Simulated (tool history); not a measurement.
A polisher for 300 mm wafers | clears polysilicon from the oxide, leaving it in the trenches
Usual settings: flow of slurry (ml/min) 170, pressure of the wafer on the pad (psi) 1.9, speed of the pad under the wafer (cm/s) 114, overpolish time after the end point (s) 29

run	hour	flow of slurry (ml/min)	pressure of the wafer on the pad (psi)	speed of the pad under the wafer (cm/s)	overpolish time after the end point (s)	incoming thickness of the incoming film, nm	time until the end point was called (s)
1	0	170	1.9	114	29	490.3	53.7
2	47	170	1.9	114	42	493.2	53.9
3	131.3	170	1.9	114	42	484.6	53.8
# hour 148: worn pad replaced by a new one
4	211.4	170	1.9	114	25	490.8	55.1
5	286.5	170	1.9	114	29	486.5	54.7
6	335	170	1.9	114	29	489.8	54.8
7	386.5	170	1.9	114	29	488.4	54.3
8	444.6	170	1.9	114	29	485.6	56.3
# hour 451.4: worn pad replaced by a new one
9	486.9	170	1.9	114	29	484.3	57
# hour 489.3: slurry nozzle cleaned
10	550.2	170	1.9	114	29	484.2	56.2
# hour 593.9: head pressure recalibrated
11	609	170	1.9	114	29	492.7	55.1
12	654.9	170	1.6	114	29	487.3	62.5
13	699.8	145	2.4	114	29	487.5	45.6
# hour 737.6: worn pad replaced by a new one
14	804.7	170	2.1	76	37	488.2	64.9
15	844.4	170	1.6	114	39	494.9	63.4
16	908.4	120	1.9	114	29	488.9	58.7
17	1035.9	170	1.9	80	29	486.3	69.2
# hour 1074.3: worn pad replaced by a new one
# hour 1078.8: slurry nozzle cleaned
18	1140.3	170	1.9	114	29	492.3	57.2

The next listed run, before its measurement:
19	1178.8	205	1.9	114	29	489.5	?

Run 19 gave time until the end point was called (s) 54.2.
Without the tool's hidden state the same run would have given time until the end point was called (s) 50.9.
